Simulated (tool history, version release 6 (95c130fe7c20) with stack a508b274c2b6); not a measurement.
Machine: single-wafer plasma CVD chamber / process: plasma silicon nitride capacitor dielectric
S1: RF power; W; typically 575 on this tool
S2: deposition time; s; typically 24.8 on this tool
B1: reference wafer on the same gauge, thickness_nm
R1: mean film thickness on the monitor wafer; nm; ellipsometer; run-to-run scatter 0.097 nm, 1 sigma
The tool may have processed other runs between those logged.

run	hour	S1	S2	B1	R1
1	0	575	24.8	42.399	39.932
2	54.7	575	24.8	42.42	40.072
3	104.5	495	27	42.412	40.1
4	336.3	495	27	42.393	39.933
5	655.6	505	24.8	42.412	37.371
6	713.5	505	24.8	42.397	37.329
# hour 752.2: showerhead replaced
# hour 920.4: gauge calibrated
7	998.3	575	24.8	42.413	39.808
# hour 1051.6: RF generator calibrated
8	1064.5	575	24.8	42.384	39.811
9	1118.6	575	24.8	42.398	39.871
10	1170.8	510	27	42.386	40.694
11	1259.4	540	24.8	42.407	38.629
12	1318.8	465	24.8	42.38	35.422
13	1365.4	675	22	42.384	38.203
14	1451.7	515	24.8	42.402	37.757
15	1642.9	665	23.4	42.417	40.415
16	1711.6	505	22.2	42.388	33.302
17	1796.4	575	24.8	42.39	40.119
18	1880	575	24.8	42.399	39.817

Below are 4 alternative next runs, each starting from the tool's condition after run 18. Predict each:
A	1880.4	490	24.8	?	?
B	1880.4	610	24.8	?	?
C	1880.4	640	27.7	?	?
D	1880.4	545	22.2	?	?

run	B1	R1
A	42.386	36.659
B	42.386	41.183
C	42.386	47.078
D	42.386	34.809
With no hidden state in the tool, these same runs would have given:
run	R1
A	36.659
B	41.183
C	47.078
D	34.809
